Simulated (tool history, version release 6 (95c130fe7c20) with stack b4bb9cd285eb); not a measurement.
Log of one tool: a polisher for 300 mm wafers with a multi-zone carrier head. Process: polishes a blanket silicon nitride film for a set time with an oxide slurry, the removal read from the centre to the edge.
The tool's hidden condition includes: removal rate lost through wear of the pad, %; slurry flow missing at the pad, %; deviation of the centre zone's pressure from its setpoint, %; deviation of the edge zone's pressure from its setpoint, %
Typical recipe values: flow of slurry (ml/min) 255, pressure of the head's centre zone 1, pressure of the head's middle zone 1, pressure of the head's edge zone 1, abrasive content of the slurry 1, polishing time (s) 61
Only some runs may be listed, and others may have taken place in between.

run   hour  flow of slurry (ml/min)  pressure of the head's centre zone  pressure of the head's middle zone  pressure of the head's edge zone  abrasive content of the slurry  polishing time (s)  wafers since the last listed run  wafers polished on this pad  hours since the slurry nozzle was cleaned  hours since the centre zone pressure was calibrated  hours since the edge zone pressure was calibrated  hours since the carrier head's membrane was replaced  incoming thickness of the incoming film, nm  film removed at the wafer's centre (nm)  film removed at mid-radius (nm)  film removed at the wafer's edge (nm)
  1      0                      255                                   1                                   1                                 1                               1                  61                                 0                          915                                       78.6                                                471.2                                              116.3                                                 295.9                                        463.6                                     50.4                             50.1                                   50.5
      17.8  -- worn pad replaced by a new one
  2   37.5                      255                                   1                                1.09                                 1                               1                  61                               208                          122                                      116.1                                                508.7                                              153.8                                                 333.4                                        463.8                                     50.7                             53.3                                   49.8
  3   61.6                      255                                   1                                1.09                                 1                               1                  61                               149                          271                                      140.2                                                532.8                                              177.9                                                 357.5                                        456.4                                     49.9                             52.6                                   50.1
       182  -- worn pad replaced by a new one
  4  182.5                      255                                   1                                   1                              0.94                               1                  61                               726                            3                                      261.1                                                653.7                                              298.8                                                 478.4                                        462.7                                     49.5                             50.2                                   49.2
     262.2  -- edge zone pressure recalibrated
  5  302.7                      255                                   1                                   1                              0.94                               1                  61                               734                          737                                      381.3                                                773.9                                               40.5                                                 598.6                                        460.8                                     49.4                             49.3                                   49.7
     353.9  -- worn pad replaced by a new one
  6  362.7                      255                                   1                                   1                                 1                               1                  61                               347                           54                                      441.3                                                833.9                                              100.5                                                 658.6                                        451.9                                     48.6                             48.8                                   49.1
     428.2  -- slurry nozzle cleaned
  7  433.7                      255                                   1                                   1                                 1                               1                  61                               434                          489                                        5.5                                                904.9                                              171.5                                                 729.6                                        457.3                                     45.6                             46.4                                   47.3
     460.4  -- carrier head's membrane replaced by a new one
  8  476.8                      255                                   1                                   1                                 1                               1                  61                               236                          726                                       48.6                                                  948                                              214.6                                                  16.4                                          462                                     44.7                             46.2                                   46.6
     512.1  -- worn pad replaced by a new one
  9  513.4                      255                                0.93                                   1                              0.94                               1                  44                               202                            7                                       85.2                                                984.6                                              251.2                                                    53                                        450.8                                     30.1                             32.7                                     33
 10  541.1                      180                                0.93                                   1                                 1                            1.25                  49                               172                          179                                      112.9                                               1012.3                                              278.9                                                  80.7                                        454.2                                     35.1                             38.4                                   40.5
     568.8  -- slurry nozzle cleaned, repeated, since the last time left the tool worse
 11  570.4                      305                                1.05                                0.95                                 1                             1.2                  61                               175                          355                                        1.6                                               1041.6                                              308.2                                                   110                                        465.4                                     60.2                             55.5                                   56.7
     595.9  -- edge zone pressure recalibrated
 12  617.7                      255                                1.07                                   1                              1.04                               1                  61                               281                          636                                       48.9                                               1088.9                                               21.8                                                 157.3                                        458.4                                       54                             50.2                                   51.4
     624.9  -- centre zone pressure recalibrated
 13  671.1                      255                                0.96                                   1                                 1                               1                  61                               319                          956                                      102.3                                                 46.2                                               75.2                                                 210.7                                          462                                     48.4                             50.4                                   50.7
     691.3  -- worn pad replaced by a new one
 14  736.5                      255                                   1                                   1                              0.96                             0.7                  61                               381                          280                                      167.7                                                111.6                                              140.6                                                 276.1                                        461.5                                       36                             36.1                                     35
 15  800.3                      255                                   1                                   1                                 1                             0.9                  61                               396                          676                                      231.5                                                175.4                                              204.4                                                 339.9                                        455.4                                     46.1                             46.5                                   45.7

How the hidden state differs across the entries between the runs, from the last listed run before each to the first after it:
Runs 1 to 2: worn pad replaced by a new one (hour 17.8)
  slurry flow missing at the pad, %: 3.35 -> 4.13
  measured minus no-state result, film removed at the wafer's centre (nm): -0.2 -> -0.2; film removed at mid-radius (nm): -0.1 -> -0.3; film removed at the wafer's edge (nm): -0.2 -> -0.2
Runs 3 to 4: worn pad replaced by a new one (hour 182)
  slurry flow missing at the pad, %: 4.79 -> 9.98
  measured minus no-state result, film removed at the wafer's centre (nm): -0.3 -> -0.6; film removed at mid-radius (nm): -0.3 -> -0.6; film removed at the wafer's edge (nm): -0.2 -> -0.4
Runs 4 to 5: edge zone pressure recalibrated (hour 262.2)
  slurry flow missing at the pad, %: 9.98 -> 18.2
  measured minus no-state result, film removed at the wafer's centre (nm): -0.6 -> -1.3; film removed at mid-radius (nm): -0.6 -> -1.2; film removed at the wafer's edge (nm): -0.4 -> -0.9
Runs 5 to 6: worn pad replaced by a new one (hour 353.9)
  slurry flow missing at the pad, %: 18.2 -> 23.5
  measured minus no-state result, film removed at the wafer's centre (nm): -1.3 -> -1.8; film removed at mid-radius (nm): -1.2 -> -1.6; film removed at the wafer's edge (nm): -0.9 -> -1.2
Runs 6 to 7: slurry nozzle cleaned (hour 428.2)
  slurry flow missing at the pad, %: 23.5 -> 50
  measured minus no-state result, film removed at the wafer's centre (nm): -1.8 -> -5.5; film removed at mid-radius (nm): -1.6 -> -5; film removed at the wafer's edge (nm): -1.2 -> -3.7
Runs 7 to 8: carrier head's membrane replaced by a new one (hour 460.4)
  slurry flow missing at the pad, %: 50 -> 50.2
  measured minus no-state result, film removed at the wafer's centre (nm): -5.5 -> -5.5; film removed at mid-radius (nm): -5 -> -5; film removed at the wafer's edge (nm): -3.7 -> -3.7
Runs 8 to 9: worn pad replaced by a new one (hour 512.1)
  slurry flow missing at the pad, %: 50.2 -> 50.7
  measured minus no-state result, film removed at the wafer's centre (nm): -5.5 -> -3.8; film removed at mid-radius (nm): -5 -> -3.7; film removed at the wafer's edge (nm): -3.7 -> -2.7
Runs 10 to 11: slurry nozzle cleaned, repeated, since the last time left the tool worse (hour 568.8)
  slurry flow missing at the pad, %: 51.3 -> 1.46
  measured minus no-state result, film removed at the wafer's centre (nm): -6.5 -> -0.1; film removed at mid-radius (nm): -6.2 -> -0.1; film removed at the wafer's edge (nm): -4.4 -> -0.1
Runs 11 to 12: edge zone pressure recalibrated (hour 595.9)
  slurry flow missing at the pad, %: 1.46 -> 1.72
  measured minus no-state result, film removed at the wafer's centre (nm): -0.1 -> -0.1; film removed at mid-radius (nm): -0.1 -> -0.1; film removed at the wafer's edge (nm): -0.1 -> +0
Runs 12 to 13: centre zone pressure recalibrated (hour 624.9)
  slurry flow missing at the pad, %: 1.72 -> 2.58
  measured minus no-state result, film removed at the wafer's centre (nm): -0.1 -> -0.1; film removed at mid-radius (nm): -0.1 -> -0.1; film removed at the wafer's edge (nm): +0 -> -0.1
Runs 13 to 14: worn pad replaced by a new one (hour 691.3)
  slurry flow missing at the pad, %: 2.58 -> 4.47
  measured minus no-state result, film removed at the wafer's centre (nm): -0.1 -> -0.2; film removed at mid-radius (nm): -0.1 -> -0.2; film removed at the wafer's edge (nm): -0.1 -> -0.1
